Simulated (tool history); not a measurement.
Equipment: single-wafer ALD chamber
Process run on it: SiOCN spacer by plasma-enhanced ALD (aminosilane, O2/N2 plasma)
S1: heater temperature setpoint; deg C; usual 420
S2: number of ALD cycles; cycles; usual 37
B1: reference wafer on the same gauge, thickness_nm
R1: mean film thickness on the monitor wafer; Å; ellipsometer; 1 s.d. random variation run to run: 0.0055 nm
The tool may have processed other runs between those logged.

run,day,S1,S2,B1,R1
1,0.000,420,37,2.341,22.01
2,0.312,430,37,2.341,21.38
3,2.346,430,37,2.340,21.33
# day 3.154: thermocouple changed; heater temperature recalibrated
4,3.175,430,37,2.340,21.39
5,3.483,420,37,2.341,21.94
6,4.146,420,37,2.340,22.10
7,4.875,415,32,2.340,19.34
8,5.621,424,39,2.340,22.89
# day 5.812: gauge calibrated
9,5.900,420,37,2.340,21.96
10,6.512,411,42,2.341,25.63
11,7.254,434,37,2.340,21.08
12,7.908,433,41,2.341,23.41
13,8.542,420,37,2.341,21.97
14,9.138,425,30,2.339,17.51
15,9.475,413,41,2.341,24.94

Consider 5 possible next runs. They are alternatives, not a sequence: every one starts from the tool as it was left by run 15. What does each give?
A,9.496,420,37,?,?
B,9.496,413,37,?,?
C,9.496,407,32,?,?
D,9.496,409,33,?,?
E,9.496,407,44,?,?

run,B1,R1
A,2.340,22.03
B,2.340,22.49
C,2.340,19.79
D,2.340,20.29
E,2.340,27.21
Had the tool no hidden state, the same runs would have come out as:
run,R1
A,22.03
B,22.49
C,19.79
D,20.29
E,27.21
